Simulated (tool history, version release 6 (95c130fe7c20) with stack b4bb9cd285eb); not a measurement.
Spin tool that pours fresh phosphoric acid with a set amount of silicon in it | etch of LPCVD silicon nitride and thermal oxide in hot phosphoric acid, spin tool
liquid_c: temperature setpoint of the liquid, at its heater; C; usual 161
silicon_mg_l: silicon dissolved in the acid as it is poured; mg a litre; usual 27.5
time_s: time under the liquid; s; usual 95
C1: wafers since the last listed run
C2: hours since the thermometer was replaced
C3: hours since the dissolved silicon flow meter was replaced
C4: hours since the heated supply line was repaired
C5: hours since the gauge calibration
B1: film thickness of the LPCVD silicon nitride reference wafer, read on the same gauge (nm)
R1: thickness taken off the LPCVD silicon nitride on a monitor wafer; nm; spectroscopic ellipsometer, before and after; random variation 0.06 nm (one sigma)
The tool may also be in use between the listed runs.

run 1 day=0.000 | liquid_c=161 silicon_mg_l=27.5 time_s=95 | C1=0 C2=1475.3 C3=1564.6 C4=2844.5 C5=170.0 | B1=59.95 | R1=7.51
run 2 day=1.975 | liquid_c=161 silicon_mg_l=27.5 time_s=95 | C1=597 C2=1522.7 C3=1612.0 C4=2891.9 C5=217.4 | B1=59.99 | R1=7.50
run 3 day=3.679 | liquid_c=163 silicon_mg_l=27.5 time_s=95 | C1=515 C2=1563.6 C3=1652.9 C4=2932.8 C5=258.3 | B1=59.95 | R1=7.98
run 4 day=6.296 | liquid_c=161 silicon_mg_l=16.5 time_s=95 | C1=792 C2=1626.4 C3=1715.7 C4=2995.6 C5=321.1 | B1=59.97 | R1=7.49
run 5 day=8.229 | liquid_c=161 silicon_mg_l=27.5 time_s=95 | C1=585 C2=1672.8 C3=1762.1 C4=3042.0 C5=367.5 | B1=60.03 | R1=7.45
-- day=8.300 dissolved silicon flow meter replaced
run 6 day=9.975 | liquid_c=161 silicon_mg_l=42.5 time_s=110 | C1=515 C2=1714.7 C3=40.2 C4=3083.9 C5=409.4 | B1=60.01 | R1=8.68
run 7 day=12.604 | liquid_c=161 silicon_mg_l=42.5 time_s=110 | C1=795 C2=1777.8 C3=103.3 C4=3147.0 C5=472.5 | B1=60.02 | R1=8.63
run 8 day=15.388 | liquid_c=161 silicon_mg_l=42.5 time_s=110 | C1=842 C2=1844.6 C3=170.1 C4=3213.8 C5=539.3 | B1=59.99 | R1=8.78
run 9 day=16.508 | liquid_c=161 silicon_mg_l=27.5 time_s=95 | C1=339 C2=1871.5 C3=197.0 C4=3240.7 C5=566.2 | B1=60.00 | R1=7.42
-- day=16.662 heated supply line repaired
run 10 day=18.079 | liquid_c=163 silicon_mg_l=27.5 time_s=115 | C1=462 C2=1909.2 C3=234.7 C4=34.0 C5=603.9 | B1=60.00 | R1=9.65
-- day=18.271 thermometer replaced
run 11 day=20.838 | liquid_c=161 silicon_mg_l=41.0 time_s=120 | C1=822 C2=61.6 C3=300.9 C4=100.2 C5=670.1 | B1=59.98 | R1=9.13
run 12 day=28.525 | liquid_c=159 silicon_mg_l=27.5 time_s=70 | C1=2327 C2=246.1 C3=485.4 C4=284.7 C5=854.6 | B1=59.97 | R1=4.85
run 13 day=31.204 | liquid_c=161 silicon_mg_l=27.5 time_s=95 | C1=811 C2=310.4 C3=549.7 C4=349.0 C5=918.9 | B1=60.03 | R1=7.02
-- day=32.208 thermometer replaced, repeated, since the last time left the tool worse
run 14 day=33.529 | liquid_c=161 silicon_mg_l=16.5 time_s=135 | C1=691 C2=31.7 C3=605.5 C4=404.8 C5=974.7 | B1=60.03 | R1=11.19
-- day=35.725 gauge calibrated
run 15 day=36.262 | liquid_c=161 silicon_mg_l=27.5 time_s=50 | C1=827 C2=97.3 C3=671.1 C4=470.4 C5=12.9 | B1=59.95 | R1=4.11

The next listed run, before its measurement:
run 16 day=37.558 | liquid_c=161 silicon_mg_l=27.5 time_s=95 | C1=392 C2=128.4 C3=702.2 C4=501.5 C5=44.0 | B1=? | R1=?

{"run 16": {"B1": 60.01, "R1": 7.83}}
Without the tool's hidden state the same run would have given R1 7.89 nm.
